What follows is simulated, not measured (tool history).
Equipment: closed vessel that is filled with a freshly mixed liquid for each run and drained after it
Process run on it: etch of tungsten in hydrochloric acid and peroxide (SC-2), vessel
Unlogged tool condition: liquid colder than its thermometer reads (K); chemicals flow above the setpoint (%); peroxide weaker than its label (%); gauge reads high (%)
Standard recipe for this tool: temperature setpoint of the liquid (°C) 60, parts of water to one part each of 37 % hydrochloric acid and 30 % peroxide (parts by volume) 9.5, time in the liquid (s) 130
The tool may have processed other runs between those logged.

| run | hour | temperature setpoint of the liquid (°C) | parts of water to one part each of 37 % hydrochloric acid and 30 % peroxide (parts by volume) | time in the liquid (s) | wafers since the last listed run | hours since the thermometer was replaced | hours since the chemicals flow meter was replaced | hours since the drum of peroxide was connected | hours since the gauge calibration | read-back film thickness of the tungsten reference wafer, read on the same gauge (nm) | thickness taken off the tungsten on a monitor wafer (angstrom) |
|---|---|---|---|---|---|---|---|---|---|---|---|
| 1 | 0 | 60 | 9.5 | 130 | 0 | 1789.7 | 33 | 542.8 | 28.1 | 90.16 | 541.8 |
| 2 | 28.2 | 60 | 9.5 | 130 | 3105 | 1817.9 | 61.2 | 571 | 56.3 | 90.18 | 545.8 |
| 3 | 47.4 | 60 | 9.5 | 130 | 2114 | 1837.1 | 80.4 | 590.2 | 75.5 | 90.2 | 538.2 |
| 4 | 73.2 | 60 | 7.5 | 155 | 2840 | 1862.9 | 106.2 | 616 | 101.3 | 90.22 | 787.1 |
| 5 | 95.8 | 60 | 7.5 | 155 | 2488 | 1885.5 | 128.8 | 638.6 | 123.9 | 90.24 | 776.4 |
| 6 | 189.9 | 60 | 7.5 | 155 | 10361 | 1979.6 | 222.9 | 732.7 | 218 | 90.44 | 781.3 |
| 7 | 213.2 | 60 | 8 | 130 | 2565 | 2002.9 | 246.2 | 756 | 241.3 | 90.41 | 617.6 |
|  | 216.7 | new drum of peroxide connected |
| 8 | 234.1 | 52.5 | 12.5 | 95 | 2191 | 2023.8 | 267.1 | 17.4 | 262.2 | 90.54 | 196.4 |
| 9 | 257 | 60 | 9.5 | 130 | 2521 | 2046.7 | 290 | 40.3 | 285.1 | 90.63 | 549.1 |
| 10 | 306.5 | 56 | 13 | 200 | 5450 | 2096.2 | 339.5 | 89.8 | 334.6 | 90.78 | 503.7 |
| 11 | 320 | 52.5 | 8 | 75 | 1486 | 2109.7 | 353 | 103.3 | 348.1 | 90.79 | 223.7 |
| 12 | 347.1 | 60 | 9.5 | 130 | 2984 | 2136.8 | 380.1 | 130.4 | 375.2 | 90.91 | 542.3 |
| 13 | 374.5 | 60 | 9.5 | 130 | 3017 | 2164.2 | 407.5 | 157.8 | 402.6 | 91 | 548.6 |
| 14 | 387.9 | 56 | 9.5 | 105 | 1475 | 2177.6 | 420.9 | 171.2 | 416 | 91.07 | 340.6 |
|  | 391.2 | thermometer replaced |
| 15 | 412.6 | 60 | 6 | 130 | 2609 | 21.4 | 445.6 | 195.9 | 440.7 | 91.18 | 795.4 |
| 16 | 434.9 | 51.5 | 9.5 | 95 | 2455 | 43.7 | 467.9 | 218.2 | 463 | 91.28 | 235.6 |
| 17 | 458.9 | 60 | 9.5 | 130 | 2642 | 67.7 | 491.9 | 242.2 | 487 | 91.41 | 548.3 |
| 18 | 501.3 | 53 | 7.5 | 205 | 4668 | 110.1 | 534.3 | 284.6 | 529.4 | 91.65 | 674.4 |
| 19 | 521.2 | 60 | 5.5 | 175 | 2191 | 130 | 554.2 | 304.5 | 549.3 | 91.74 | 1134.3 |
| 20 | 546 | 60 | 4.5 | 130 | 2730 | 154.8 | 579 | 329.3 | 574.1 | 91.89 | 981.5 |
| 21 | 563.5 | 65.5 | 9.5 | 185 | 1927 | 172.3 | 596.5 | 346.8 | 591.6 | 91.95 | 1101.4 |
|  | 568.6 | gauge calibrated |
| 22 | 576 | 63 | 6.5 | 205 | 1376 | 184.8 | 609 | 359.3 | 7.4 | 90.18 | 1393.2 |
| 23 | 597.7 | 51.5 | 9.5 | 130 | 2389 | 206.5 | 630.7 | 381 | 29.1 | 90.18 | 312.4 |
| 24 | 630.3 | 60 | 12 | 150 | 3589 | 239.1 | 663.3 | 413.6 | 61.7 | 90.2 | 513.1 |
| 25 | 646.2 | 68 | 9.5 | 165 | 1750 | 255 | 679.2 | 429.5 | 77.6 | 90.23 | 1119 |
| 26 | 673.8 | 60 | 9.5 | 210 | 3039 | 282.6 | 706.8 | 457.1 | 105.2 | 90.27 | 877.6 |
| 27 | 685.9 | 60 | 9.5 | 130 | 1332 | 294.7 | 718.9 | 469.2 | 117.3 | 90.24 | 549.2 |
| 28 | 700.9 | 60 | 9.5 | 130 | 1651 | 309.7 | 733.9 | 484.2 | 132.3 | 90.3 | 547.7 |
| 29 | 724.8 | 69 | 9.5 | 130 | 2631 | 333.6 | 757.8 | 508.1 | 156.2 | 90.28 | 941 |

Forecast each of these 5 alternatives for the next run:
| A | 725.5 | 60 | 7.5 | 130 | 77 | 334.3 | 758.5 | 508.8 | 156.9 | ? | ? |
| B | 725.5 | 57.5 | 4.5 | 65 | 77 | 334.3 | 758.5 | 508.8 | 156.9 | ? | ? |
| C | 725.5 | 57 | 9.5 | 75 | 77 | 334.3 | 758.5 | 508.8 | 156.9 | ? | ? |
| D | 725.5 | 64.5 | 11.5 | 200 | 77 | 334.3 | 758.5 | 508.8 | 156.9 | ? | ? |
| E | 725.5 | 60 | 6.5 | 130 | 77 | 334.3 | 758.5 | 508.8 | 156.9 | ? | ? |

| run | read-back film thickness of the tungsten reference wafer, read on the same gauge (nm) | thickness taken off the tungsten on a monitor wafer (angstrom) |
|---|---|---|
| A | 90.31 | 663.6 |
| B | 90.31 | 414 |
| C | 90.31 | 261.5 |
| D | 90.31 | 949.1 |
| E | 90.31 | 741.6 |
What these runs would have given with no unlogged condition in the tool:
| run | thickness taken off the tungsten on a monitor wafer (angstrom) |
|---|---|
| A | 661.3 |
| B | 412.6 |
| C | 260.6 |
| D | 945.9 |
| E | 739.1 |
